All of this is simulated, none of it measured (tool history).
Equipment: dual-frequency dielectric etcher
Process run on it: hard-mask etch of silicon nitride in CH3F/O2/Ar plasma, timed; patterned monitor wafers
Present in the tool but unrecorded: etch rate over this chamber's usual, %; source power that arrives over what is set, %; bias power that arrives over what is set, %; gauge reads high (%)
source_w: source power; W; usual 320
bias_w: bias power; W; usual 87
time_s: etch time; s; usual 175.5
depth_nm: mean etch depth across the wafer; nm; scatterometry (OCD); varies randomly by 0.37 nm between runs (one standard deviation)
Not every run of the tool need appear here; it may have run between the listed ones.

| run | hour | source_w | bias_w | time_s | wafers since the last listed run | hours since the last wet clean | hours since the last source power generator calibration | hours since the last bias power generator calibration | hours since the last upper electrode change | hours since the gauge calibration | read-back reference wafer on the same gauge, depth_nm | depth_nm |
|---|---|---|---|---|---|---|---|---|---|---|---|---|
| 1 | 0 | 320 | 87 | 175.5 | 0 | 234.5 | 4803 | 4998.9 | 2008.7 | 3.2 | 141.1 | 117.6 |
| 2 | 66.9 | 320 | 87 | 175.5 | 511 | 301.4 | 4869.9 | 5065.8 | 2075.6 | 70.1 | 141 | 117.4 |
| 3 | 136 | 320 | 87 | 175.5 | 528 | 370.5 | 4939 | 5134.9 | 2144.7 | 139.2 | 140.8 | 116.5 |
| 4 | 175.7 | 320 | 87 | 175.5 | 303 | 410.2 | 4978.7 | 5174.6 | 2184.4 | 178.9 | 140.7 | 116.8 |
|  | 203.1 | wet clean of the chamber |
| 5 | 231.1 | 320 | 87 | 175.5 | 240 | 28 | 5034.1 | 5230 | 2239.8 | 234.3 | 141.2 | 119.1 |
| 6 | 255.2 | 320 | 87 | 175.5 | 184 | 52.1 | 5058.2 | 5254.1 | 2263.9 | 258.4 | 141.2 | 119.1 |
| 7 | 311.7 | 340 | 87 | 175.5 | 432 | 108.6 | 5114.7 | 5310.6 | 2320.4 | 314.9 | 141.1 | 121.2 |
| 8 | 351.3 | 340 | 87 | 175.5 | 302 | 148.2 | 5154.3 | 5350.2 | 2360 | 354.5 | 141.1 | 121.2 |
|  | 375.8 | source power generator calibrated |
| 9 | 400.5 | 360 | 87 | 175.5 | 345 | 197.4 | 24.7 | 5399.4 | 2409.2 | 403.7 | 140.7 | 123.9 |
| 10 | 472.2 | 360 | 87 | 175.5 | 548 | 269.1 | 96.4 | 5471.1 | 2480.9 | 475.4 | 141 | 122.7 |
| 11 | 500.6 | 320 | 87 | 189 | 217 | 297.5 | 124.8 | 5499.5 | 2509.3 | 503.8 | 140.9 | 126.1 |
| 12 | 553.2 | 320 | 87 | 175.5 | 402 | 350.1 | 177.4 | 5552.1 | 2561.9 | 556.4 | 141 | 116.8 |
|  | 595.7 | upper electrode replaced, of another model than before |
| 13 | 596.2 | 320 | 87 | 175.5 | 145 | 393.1 | 220.4 | 5595.1 | 0.5 | 599.4 | 140.9 | 116.7 |
|  | 608.1 | bias power generator calibrated |
|  | 645.7 | gauge calibrated |
|  | 649 | wet clean of the chamber |
| 14 | 649.5 | 300 | 72 | 154 | 193 | 0.5 | 273.7 | 41.4 | 53.8 | 3.8 | 140.7 | 98.4 |
| 15 | 701.4 | 290 | 97 | 202.5 | 396 | 52.4 | 325.6 | 93.3 | 105.7 | 55.7 | 140.8 | 132.6 |

Run 16, settings as shown, results not yet in. Your forecast:
| 16 | 753.8 | 400 | 87 | 175.5 | 400 | 104.8 | 378 | 145.7 | 158.1 | 108.1 | ? | ? |

{"run 16": {"read-back reference wafer on the same gauge, depth_nm": 140.9, "depth_nm": 132}}
Were there no unlogged condition in the tool, this run, its random variation unchanged, would have produced depth_nm 132.5 nm.

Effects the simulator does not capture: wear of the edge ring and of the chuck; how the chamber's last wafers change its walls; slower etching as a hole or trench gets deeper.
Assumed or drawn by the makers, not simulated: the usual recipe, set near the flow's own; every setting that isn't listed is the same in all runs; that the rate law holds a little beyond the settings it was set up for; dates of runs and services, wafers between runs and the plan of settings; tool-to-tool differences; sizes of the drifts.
